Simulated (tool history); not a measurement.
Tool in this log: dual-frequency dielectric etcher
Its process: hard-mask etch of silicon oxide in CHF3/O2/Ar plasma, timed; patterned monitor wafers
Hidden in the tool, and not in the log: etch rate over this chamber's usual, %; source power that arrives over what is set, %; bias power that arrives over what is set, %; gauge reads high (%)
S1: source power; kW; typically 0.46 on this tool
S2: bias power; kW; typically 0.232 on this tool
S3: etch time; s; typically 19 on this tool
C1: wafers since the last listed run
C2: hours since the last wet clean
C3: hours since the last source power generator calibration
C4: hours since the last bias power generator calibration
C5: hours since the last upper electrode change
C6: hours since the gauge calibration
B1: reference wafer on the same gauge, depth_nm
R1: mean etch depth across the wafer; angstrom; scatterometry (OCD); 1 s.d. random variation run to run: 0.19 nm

Run 1, hour 0: usual settings but S2 0.22 kW; C1 0; C2 153; C3 3502.3; C4 2762.9; C5 4355.3; C6 204.1; B1 29.84. Result: R1 329.1 angstrom.
Run 2, hour 24.9: usual settings but S2 0.22 kW; C1 390; C2 177.9; C3 3527.2; C4 2787.8; C5 4380.2; C6 229; B1 29.7. Result: R1 327.5 angstrom.
At hour 29.5: gauge calibrated.
Run 3, hour 37.9: usual settings; C1 203; C2 190.9; C3 3540.2; C4 2800.8; C5 4393.2; C6 8.4; B1 29.84. Result: R1 339.7 angstrom.
Run 4, hour 70.3: usual settings; C1 508; C2 223.3; C3 3572.6; C4 2833.2; C5 4425.6; C6 40.8; B1 29.88. Result: R1 341.2 angstrom.
Run 5, hour 85.4: usual settings; C1 236; C2 238.4; C3 3587.7; C4 2848.3; C5 4440.7; C6 55.9; B1 29.83. Result: R1 341.4 angstrom.
Run 6, hour 120.2: usual settings but S3 17 s; C1 545; C2 273.2; C3 3622.5; C4 2883.1; C5 4475.5; C6 90.7; B1 29.76. Result: R1 308.6 angstrom.
Run 7, hour 143.5: usual settings but S3 17 s; C1 365; C2 296.5; C3 3645.8; C4 2906.4; C5 4498.8; C6 114; B1 29.81. Result: R1 310.2 angstrom.
At hour 185.6: upper electrode replaced.
Run 8, hour 201: usual settings; C1 525; C2 354; C3 3703.3; C4 2963.9; C5 15.4; C6 171.5; B1 29.83. Result: R1 346.9 angstrom.
Run 9, hour 222.9: usual settings; C1 343; C2 375.9; C3 3725.2; C4 2985.8; C5 37.3; C6 193.4; B1 29.76. Result: R1 352.3 angstrom.
Run 10, hour 253.1: usual settings but S1 0.37 kW; C1 473; C2 406.1; C3 3755.4; C4 3016; C5 67.5; C6 223.6; B1 29.75. Result: R1 318.9 angstrom.
At hour 253.7: gauge calibrated.
Run 11, hour 273.3: usual settings; C1 316; C2 426.3; C3 3775.6; C4 3036.2; C5 87.7; C6 19.6; B1 29.86. Result: R1 347.5 angstrom.
At hour 295: bias power generator calibrated.
At hour 304.2: wet clean of the chamber.
Run 12, hour 304.7: usual settings but S1 0.57 kW, S2 0.253 kW, S3 17 s; C1 285; C2 0.5; C3 3807; C4 9.7; C5 119.1; C6 51; B1 29.78. Result: R1 341.3 angstrom.
At hour 312.6: source power generator calibrated.
Run 13, hour 327.2: usual settings; C1 290; C2 23; C3 14.6; C4 32.2; C5 141.6; C6 73.5; B1 29.71. Result: R1 331.4 angstrom.
Run 14, hour 358.3: usual settings but S1 0.56 kW, S2 0.283 kW, S3 23 s; C1 487; C2 54.1; C3 45.7; C4 63.3; C5 172.7; C6 104.6; B1 29.79. Result: R1 493.3 angstrom.
Run 15, hour 376.7: usual settings but S1 0.35 kW, S3 17 s; C1 288; C2 72.5; C3 64.1; C4 81.7; C5 191.1; C6 123; B1 29.81. Result: R1 268.1 angstrom.
Run 16, hour 392.8: usual settings but S1 0.41 kW, S3 17 s; C1 252; C2 88.6; C3 80.2; C4 97.8; C5 207.2; C6 139.1; B1 29.87. Result: R1 285.3 angstrom.
Run 17, hour 405.9: usual settings but S1 0.38 kW; C1 205; C2 101.7; C3 93.3; C4 110.9; C5 220.3; C6 152.2; B1 29.82. Result: R1 307.2 angstrom.

Predict each of these 5 candidate next runs independently; none follows another, all start after run 17:
Run A, hour 406.3: usual settings; C1 6; C2 102.1; C3 93.7; C4 111.3; C5 220.7; C6 152.6; B1 ?. Result: R1 ?.
Run B, hour 406.3: usual settings but S1 0.55 kW, S2 0.284 kW; C1 6; C2 102.1; C3 93.7; C4 111.3; C5 220.7; C6 152.6; B1 ?. Result: R1 ?.
Run C, hour 406.3: usual settings but S1 0.41 kW, S2 0.271 kW, S3 17.5 s; C1 6; C2 102.1; C3 93.7; C4 111.3; C5 220.7; C6 152.6; B1 ?. Result: R1 ?.
Run D, hour 406.3: usual settings but S2 0.254 kW; C1 6; C2 102.1; C3 93.7; C4 111.3; C5 220.7; C6 152.6; B1 ?. Result: R1 ?.
Run E, hour 406.3: usual settings but S1 0.37 kW, S2 0.259 kW, S3 23 s; C1 6; C2 102.1; C3 93.7; C4 111.3; C5 220.7; C6 152.6; B1 ?. Result: R1 ?.

run     B1     R1
  A  29.81  338.5
  B  29.81  407.8
  C  29.81  324.1
  D  29.81  356.3
  E  29.81  397.6
Stripped of hidden state, with their random variation kept, the same runs would have yielded:
run     R1
  A  334.8
  B  403.3
  C  320.5
  D  352.4
  E  393.2
